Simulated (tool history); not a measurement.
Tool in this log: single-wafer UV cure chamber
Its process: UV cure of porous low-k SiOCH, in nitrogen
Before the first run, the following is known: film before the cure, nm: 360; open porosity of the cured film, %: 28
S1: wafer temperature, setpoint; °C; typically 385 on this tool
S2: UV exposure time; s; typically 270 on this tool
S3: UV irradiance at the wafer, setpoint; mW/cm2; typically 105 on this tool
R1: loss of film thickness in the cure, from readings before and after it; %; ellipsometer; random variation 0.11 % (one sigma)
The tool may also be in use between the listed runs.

run	hour	S1	S2	S3	R1
1	0.0	385	270	105	11.036
2	9.2	395	270	105	11.143
3	18.6	395	270	105	11.122
4	31.5	385	270	133	12.113
5	43.7	385	270	133	12.097
6	59.5	390	270	105	11.104
7	66.3	390	270	105	10.977
8	90.1	385	320	77	10.298
9	107.3	385	320	77	10.315
10	118.0	385	320	77	10.282
11	133.2	385	270	105	10.992
12	149.6	385	270	105	11.016
13	165.7	390	270	126	11.899
14	183.2	392	270	105	10.959
15	191.4	392	270	105	11.110
# hour 222.8: quartz window cleaned
16	223.3	385	230	105	11.191
17	227.4	385	230	105	11.087
18	240.4	393	270	136	13.145
19	253.9	402	270	71	10.207
20	266.6	403	225	145	12.552

Run 21 is up next; what results do you expect?
21	283.9	385	355	105	?

{"run 21": {"R1": 12.876}}
With no hidden state in the tool, this same run would have given R1 15.491 %.
